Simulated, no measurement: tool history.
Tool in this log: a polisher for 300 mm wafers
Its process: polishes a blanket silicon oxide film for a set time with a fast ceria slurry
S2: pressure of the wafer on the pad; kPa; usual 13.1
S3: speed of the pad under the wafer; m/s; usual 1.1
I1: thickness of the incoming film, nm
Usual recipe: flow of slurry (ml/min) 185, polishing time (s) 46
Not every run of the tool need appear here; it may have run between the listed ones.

run 1 day=0 | flow_of_slurry_(ml/min)=185 S2=13.1 S3=1.1 polishing_time_(s)=46 | I1=2203.1 | film_removed_(angstrom)=5232
run 2 day=1.362 | flow_of_slurry_(ml/min)=210 S2=13.1 S3=1.1 polishing_time_(s)=46 | I1=2162.9 | film_removed_(angstrom)=5190
run 3 day=1.917 | flow_of_slurry_(ml/min)=185 S2=13.1 S3=1.1 polishing_time_(s)=46 | I1=2203.3 | film_removed_(angstrom)=5081
run 4 day=2.433 | flow_of_slurry_(ml/min)=185 S2=13.1 S3=1.1 polishing_time_(s)=46 | I1=2140.5 | film_removed_(angstrom)=5196
-- day=3.683 worn pad replaced by a new one
run 5 day=3.704 | flow_of_slurry_(ml/min)=185 S2=13.1 S3=1.1 polishing_time_(s)=46 | I1=2186.7 | film_removed_(angstrom)=5892
run 6 day=4.15 | flow_of_slurry_(ml/min)=185 S2=13.1 S3=1.1 polishing_time_(s)=46 | I1=2188.9 | film_removed_(angstrom)=5786
run 7 day=4.767 | flow_of_slurry_(ml/min)=185 S2=13.1 S3=1.1 polishing_time_(s)=46 | I1=2158.9 | film_removed_(angstrom)=5519
run 8 day=5.362 | flow_of_slurry_(ml/min)=185 S2=13.1 S3=1.1 polishing_time_(s)=46 | I1=2176.8 | film_removed_(angstrom)=5591
run 9 day=6.829 | flow_of_slurry_(ml/min)=185 S2=13.1 S3=1.1 polishing_time_(s)=46 | I1=2156.2 | film_removed_(angstrom)=5446
run 10 day=8.875 | flow_of_slurry_(ml/min)=185 S2=13.1 S3=1.1 polishing_time_(s)=46 | I1=2157.9 | film_removed_(angstrom)=5379
-- day=10.892 worn pad replaced by a new one
run 11 day=11.175 | flow_of_slurry_(ml/min)=185 S2=9.7 S3=1.1 polishing_time_(s)=46 | I1=2136.1 | film_removed_(angstrom)=5036
run 12 day=11.758 | flow_of_slurry_(ml/min)=185 S2=13.1 S3=1.38 polishing_time_(s)=46 | I1=2168.3 | film_removed_(angstrom)=7274
run 13 day=12.733 | flow_of_slurry_(ml/min)=185 S2=13.1 S3=1.38 polishing_time_(s)=46 | I1=2183.6 | film_removed_(angstrom)=6900
run 14 day=13.438 | flow_of_slurry_(ml/min)=185 S2=13.1 S3=1.38 polishing_time_(s)=46 | I1=2170.1 | film_removed_(angstrom)=6809
-- day=14.033 head pressure recalibrated
run 15 day=14.912 | flow_of_slurry_(ml/min)=185 S2=13.1 S3=1.1 polishing_time_(s)=46 | I1=2173.7 | film_removed_(angstrom)=5325
run 16 day=15.425 | flow_of_slurry_(ml/min)=185 S2=13.1 S3=1.1 polishing_time_(s)=46 | I1=2130.1 | film_removed_(angstrom)=5285
run 17 day=16.125 | flow_of_slurry_(ml/min)=125 S2=13.1 S3=1.1 polishing_time_(s)=46 | I1=2214.5 | film_removed_(angstrom)=4810
run 18 day=17.429 | flow_of_slurry_(ml/min)=185 S2=15.2 S3=1.1 polishing_time_(s)=39 | I1=2172.3 | film_removed_(angstrom)=4819
-- day=18.221 slurry nozzle cleaned
run 19 day=18.817 | flow_of_slurry_(ml/min)=185 S2=13.1 S3=0.92 polishing_time_(s)=54 | I1=2214.3 | film_removed_(angstrom)=4977
run 20 day=19.9 | flow_of_slurry_(ml/min)=185 S2=13.1 S3=1.1 polishing_time_(s)=35 | I1=2153.4 | film_removed_(angstrom)=3901
-- day=20.188 worn pad replaced by a new one
run 21 day=20.638 | flow_of_slurry_(ml/min)=185 S2=13.1 S3=1.1 polishing_time_(s)=46 | I1=2183.9 | film_removed_(angstrom)=5860
run 22 day=22.258 | flow_of_slurry_(ml/min)=185 S2=11 S3=1.1 polishing_time_(s)=46 | I1=2158.4 | film_removed_(angstrom)=4982
run 23 day=23.754 | flow_of_slurry_(ml/min)=225 S2=13.1 S3=1.34 polishing_time_(s)=46 | I1=2190.5 | film_removed_(angstrom)=6768
run 24 day=24.692 | flow_of_slurry_(ml/min)=215 S2=8.3 S3=0.9 polishing_time_(s)=46 | I1=2207.6 | film_removed_(angstrom)=3399
run 25 day=25.979 | flow_of_slurry_(ml/min)=185 S2=9.7 S3=1.1 polishing_time_(s)=46 | I1=2147.1 | film_removed_(angstrom)=4367
run 26 day=26.792 | flow_of_slurry_(ml/min)=185 S2=15.2 S3=1.1 polishing_time_(s)=57 | I1=2158.3 | film_removed_(angstrom)=7163
run 27 day=28.142 | flow_of_slurry_(ml/min)=185 S2=13.1 S3=1.1 polishing_time_(s)=46 | I1=2140.6 | film_removed_(angstrom)=5133
-- day=29.138 worn pad replaced by a new one
run 28 day=29.196 | flow_of_slurry_(ml/min)=220 S2=9.7 S3=0.72 polishing_time_(s)=33 | I1=2164.3 | film_removed_(angstrom)=2315
-- day=29.892 head pressure recalibrated
run 29 day=30.604 | flow_of_slurry_(ml/min)=185 S2=11 S3=1.1 polishing_time_(s)=46 | I1=2179 | film_removed_(angstrom)=4975
run 30 day=31.692 | flow_of_slurry_(ml/min)=135 S2=13.1 S3=1.1 polishing_time_(s)=46 | I1=2145.4 | film_removed_(angstrom)=5049
run 31 day=32.542 | flow_of_slurry_(ml/min)=145 S2=13.1 S3=1.1 polishing_time_(s)=60 | I1=2169.1 | film_removed_(angstrom)=6744
run 32 day=33.304 | flow_of_slurry_(ml/min)=185 S2=17.2 S3=0.78 polishing_time_(s)=46 | I1=2188.4 | film_removed_(angstrom)=4603
run 33 day=34.488 | flow_of_slurry_(ml/min)=135 S2=11.7 S3=0.92 polishing_time_(s)=36 | I1=2143.1 | film_removed_(angstrom)=3054
run 34 day=35.279 | flow_of_slurry_(ml/min)=185 S2=13.1 S3=0.72 polishing_time_(s)=46 | I1=2190.3 | film_removed_(angstrom)=3362
run 35 day=36.021 | flow_of_slurry_(ml/min)=185 S2=13.1 S3=1.1 polishing_time_(s)=46 | I1=2158.5 | film_removed_(angstrom)=5100
run 36 day=37.279 | flow_of_slurry_(ml/min)=155 S2=9 S3=1.1 polishing_time_(s)=46 | I1=2190.4 | film_removed_(angstrom)=3989

A few steps of film removed (angstrom) between consecutive runs. Split each: what settings, incoming material and random variation would produce without the hidden state, and what is left over for the hidden state, along with gauge scatter present in only one of the two compared results (measured, and without hidden state):
Hidden state at play: removal rate lost through wear of the pad, %; slurry flow missing at the pad, %; deviation of the head's pressure from its setpoint, %.
Run 4 -> 5: worn pad replaced by a new one. film removed (angstrom) +696: hidden state +706, all else -10.
Run 10 -> 11: S2 13.1 -> 9.7, worn pad replaced by a new one. film removed (angstrom) -343: hidden state +580, all else -923.
Run 23 -> 24: flow of slurry (ml/min) 225 -> 215, S2 13.1 -> 8.3, S3 1.34 -> 0.9. film removed (angstrom) -3369: hidden state +309, all else -3678.
Run 25 -> 26: S2 9.7 -> 15.2, polishing time (s) 46 -> 57. film removed (angstrom) +2796: hidden state -395, all else +3191.
Run 27 -> 28: flow of slurry (ml/min) 185 -> 220, S2 13.1 -> 9.7, S3 1.1 -> 0.72, polishing time (s) 46 -> 33, worn pad replaced by a new one. film removed (angstrom) -2818: hidden state +701, all else -3519.
